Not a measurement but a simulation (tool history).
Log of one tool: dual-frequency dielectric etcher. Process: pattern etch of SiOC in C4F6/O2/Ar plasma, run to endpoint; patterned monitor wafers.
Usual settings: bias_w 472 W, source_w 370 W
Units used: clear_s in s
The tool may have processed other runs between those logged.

run   hour  bias_w  source_w  wafers since the last listed run  hours since the last wet clean  hours since the last bias power generator calibration  hours since the last source power generator calibration  hours since the last upper electrode change  incoming incoming film thickness, nm  clear_s
  1      0     472       440                                 0                           135.3                                                  846.1                                                   2992.2                                       2772.1                                  51.5     16.3
  2   20.2     472       440                               284                           155.5                                                  866.3                                                   3012.4                                       2792.3                                  51.6     16.2
  3   44.4     472       370                               341                           179.7                                                  890.5                                                   3036.6                                       2816.5                                  51.4     16.9
  4   69.9     472       370                               359                           205.2                                                    916                                                   3062.1                                         2842                                  51.8     17.1
  5   86.6     472       370                               235                           221.9                                                  932.7                                                   3078.8                                       2858.7                                    52       17
  6  106.1     472       370                               275                           241.4                                                  952.2                                                   3098.3                                       2878.2                                  50.7     16.5
  7  131.5     472       390                               358                           266.8                                                  977.6                                                   3123.7                                       2903.6                                    51     16.3
  8  150.4     472       370                               266                           285.7                                                  996.5                                                   3142.6                                       2922.5                                  51.6     16.8
  9  163.6     472       370                               186                           298.9                                                 1009.7                                                   3155.8                                       2935.7                                    51     16.8
 10    188     382       370                               344                           323.3                                                 1034.1                                                   3180.2                                       2960.1                                  51.5     17.6
     227.4  -- upper electrode replaced
 11  227.9     382       370                               224                           363.2                                                   1074                                                   3220.1                                          0.5                                  51.6     17.6
 12  228.2     472       370                                 4                           363.5                                                 1074.3                                                   3220.4                                          0.8                                  52.1     16.8
 13  252.2     472       370                               338                           387.5                                                 1098.3                                                   3244.4                                         24.8                                  51.4     16.6
 14  280.4     472       370                               397                           415.7                                                 1126.5                                                   3272.6                                           53                                  52.1     16.8
 15  298.7     472       370                               258                             434                                                 1144.8                                                   3290.9                                         71.3                                    52     16.8
 16  329.5     472       370                               434                           464.8                                                 1175.6                                                   3321.7                                        102.1                                  51.9     16.8
     343.9  -- source power generator calibrated
 17  355.5     472       370                               310                           490.8                                                 1201.6                                                     11.6                                        128.1                                  51.7     16.8
 18  377.2     472       370                               306                           512.5                                                 1223.3                                                     33.3                                        149.8                                  52.2     16.7
 19    474     512       370                              1365                           609.3                                                 1320.1                                                    130.1                                        246.6                                  51.5     16.2
     510.6  -- wet clean of the chamber
 20  511.1     424       440                               184                             0.5                                                 1357.2                                                    167.2                                        283.7                                  51.6     15.9
 21  520.4     472       370                               131                             9.8                                                 1366.5                                                    176.5                                          293                                  51.6     16.2
 22  540.1     539       450                               277                            29.5                                                 1386.2                                                    196.2                                        312.7                                  51.8     14.8
 23    575     428       370                               492                            64.4                                                 1421.1                                                    231.1                                        347.6                                  52.2     16.7
     599.3  -- bias power generator calibrated
 24  603.3     539       370                               342                            92.7                                                      4                                                    259.4                                        375.9                                  51.6     15.5
 25  619.4     366       310                               227                           108.8                                                   20.1                                                    275.5                                          392                                  51.8     17.9
 26  653.8     532       440                               485                           143.2                                                   54.5                                                    309.9                                        426.4                                  51.9       15
 27  670.8     563       330                               239                           160.2                                                   71.5                                                    326.9                                        443.4                                    52     15.8
     695.8  -- wet clean of the chamber, repeated, since the last time left the tool worse
 28  696.3     567       330                                21                             0.5                                                     97                                                    352.4                                        468.9                                  51.6     16.9
 29    737     513       440                               574                            41.2                                                  137.7                                                    393.1                                        509.6                                  51.9     16.1
 30  762.1     426       420                               354                            66.3                                                  162.8                                                    418.2                                        534.7                                  51.8     17.1
 31  791.5     564       370                               414                            95.7                                                  192.2                                                    447.6                                        564.1                                  51.6     16.3
 32  817.9     472       370                               372                           122.1                                                  218.6                                                      474                                        590.5                                  51.9     17.2
 33  845.5     472       280                               389                           149.7                                                  246.2                                                    501.6                                        618.1                                  51.5     18.1
 34  862.8     542       370                               244                             167                                                  263.5                                                    518.9                                        635.4                                    52     16.6
 35  894.5     472       310                               447                           198.7                                                  295.2                                                    550.6                                        667.1                                  51.5     17.7
 36  929.3     556       450                               490                           233.5                                                    330                                                    585.4                                        701.9                                  51.4     15.3

How would selected steps in clear_s from run to run divide? Give the signed amount a tool lacking its hidden state would still show from settings, what came in and random variation, and the signed amount left for the hidden state, including any gauge scatter that is not in both of the compared results.
Hidden state present: etch rate over this chamber's usual, %; bias power that arrives over what is set, %; source power that arrives over what is set, %.
Run 19 -> 20: bias_w 512 -> 424, source_w 370 -> 440, wet clean of the chamber. clear_s -0.3 s: hidden state -0.4, all else +0.1.
Run 22 -> 23: bias_w 539 -> 428, source_w 450 -> 370. clear_s +1.9 s: hidden state -0.2, all else +2.1.
Run 24 -> 25: bias_w 539 -> 366, source_w 370 -> 310. clear_s +2.4 s: hidden state -0.2, all else +2.6.
Run 25 -> 26: bias_w 366 -> 532, source_w 310 -> 440. clear_s -2.9 s: hidden state +0.2, all else -3.1.
Run 27 -> 28: bias_w 563 -> 567, wet clean of the chamber, repeated, since the last time left the tool worse. clear_s +1.1 s: hidden state +1.1, all else +0.
Run 35 -> 36: bias_w 472 -> 556, source_w 310 -> 450. clear_s -2.4 s: hidden state +0, all else -2.4.

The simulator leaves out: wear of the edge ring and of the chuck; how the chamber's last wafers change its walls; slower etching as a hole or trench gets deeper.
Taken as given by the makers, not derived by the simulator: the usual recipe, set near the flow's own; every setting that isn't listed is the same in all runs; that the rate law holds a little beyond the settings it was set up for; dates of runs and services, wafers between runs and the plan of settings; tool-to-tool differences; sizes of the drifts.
